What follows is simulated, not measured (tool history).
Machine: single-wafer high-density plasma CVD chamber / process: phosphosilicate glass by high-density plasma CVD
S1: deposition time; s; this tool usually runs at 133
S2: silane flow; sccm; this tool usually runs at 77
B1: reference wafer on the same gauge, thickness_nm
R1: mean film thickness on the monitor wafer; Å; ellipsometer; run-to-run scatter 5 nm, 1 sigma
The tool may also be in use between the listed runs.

run 1 hour=0.0 | S1=133 S2=77 | B1=1270.479 | R1=11421.41
run 2 hour=58.3 | S1=133 S2=77 | B1=1270.225 | R1=11495.84
run 3 hour=106.3 | S1=133 S2=77 | B1=1269.809 | R1=11393.60
run 4 hour=176.3 | S1=133 S2=77 | B1=1268.916 | R1=11444.23
run 5 hour=211.7 | S1=133 S2=77 | B1=1272.253 | R1=11422.50
run 6 hour=266.5 | S1=133 S2=86 | B1=1271.811 | R1=12383.12
run 7 hour=319.8 | S1=133 S2=86 | B1=1270.097 | R1=12394.65
run 8 hour=379.9 | S1=133 S2=77 | B1=1270.412 | R1=11483.62
run 9 hour=412.3 | S1=133 S2=81 | B1=1269.208 | R1=11907.92
run 10 hour=444.5 | S1=133 S2=81 | B1=1272.420 | R1=11979.10
-- hour=536.0 gauge calibrated
run 11 hour=582.3 | S1=143 S2=77 | B1=1269.287 | R1=12301.39
run 12 hour=639.0 | S1=133 S2=77 | B1=1267.156 | R1=11502.47
run 13 hour=685.9 | S1=133 S2=77 | B1=1270.375 | R1=11580.56
run 14 hour=726.6 | S1=153 S2=91 | B1=1269.678 | R1=15160.82
run 15 hour=775.5 | S1=133 S2=77 | B1=1271.059 | R1=11489.44
run 16 hour=838.1 | S1=118 S2=65 | B1=1270.428 | R1=9081.14
run 17 hour=875.7 | S1=119 S2=88 | B1=1272.178 | R1=11444.57
run 18 hour=933.5 | S1=143 S2=89 | B1=1269.859 | R1=13898.04
-- hour=1051.1 silane flow controller replaced
run 19 hour=1070.5 | S1=133 S2=90 | B1=1267.737 | R1=12237.43
run 20 hour=1117.0 | S1=152 S2=64 | B1=1270.351 | R1=10984.88
run 21 hour=1147.3 | S1=143 S2=89 | B1=1270.667 | R1=13089.87
run 22 hour=1193.7 | S1=133 S2=77 | B1=1270.835 | R1=11007.98
run 23 hour=1259.7 | S1=146 S2=85 | B1=1271.202 | R1=12943.09
run 24 hour=1295.3 | S1=133 S2=91 | B1=1272.394 | R1=12493.06
run 25 hour=1331.0 | S1=144 S2=68 | B1=1272.157 | R1=10804.45
run 26 hour=1390.8 | S1=123 S2=77 | B1=1268.751 | R1=10110.62

Each row is a separate what-if for the run after 26, all from the same tool condition, not one after another. Results?
run A hour=1391.2 | S1=151 S2=77 | B1=? | R1=?
run B hour=1391.2 | S1=142 S2=91 | B1=? | R1=?
run C hour=1391.2 | S1=112 S2=77 | B1=? | R1=?

run=A B1=1271.628 R1=12503.87
run=B B1=1271.628 R1=13327.21
run=C B1=1271.628 R1=9274.40
The same runs, with their run-to-run variation unchanged, on a tool lacking any hidden condition would have given:
run=A R1=12609.09
run=B R1=13439.36
run=C R1=9352.44
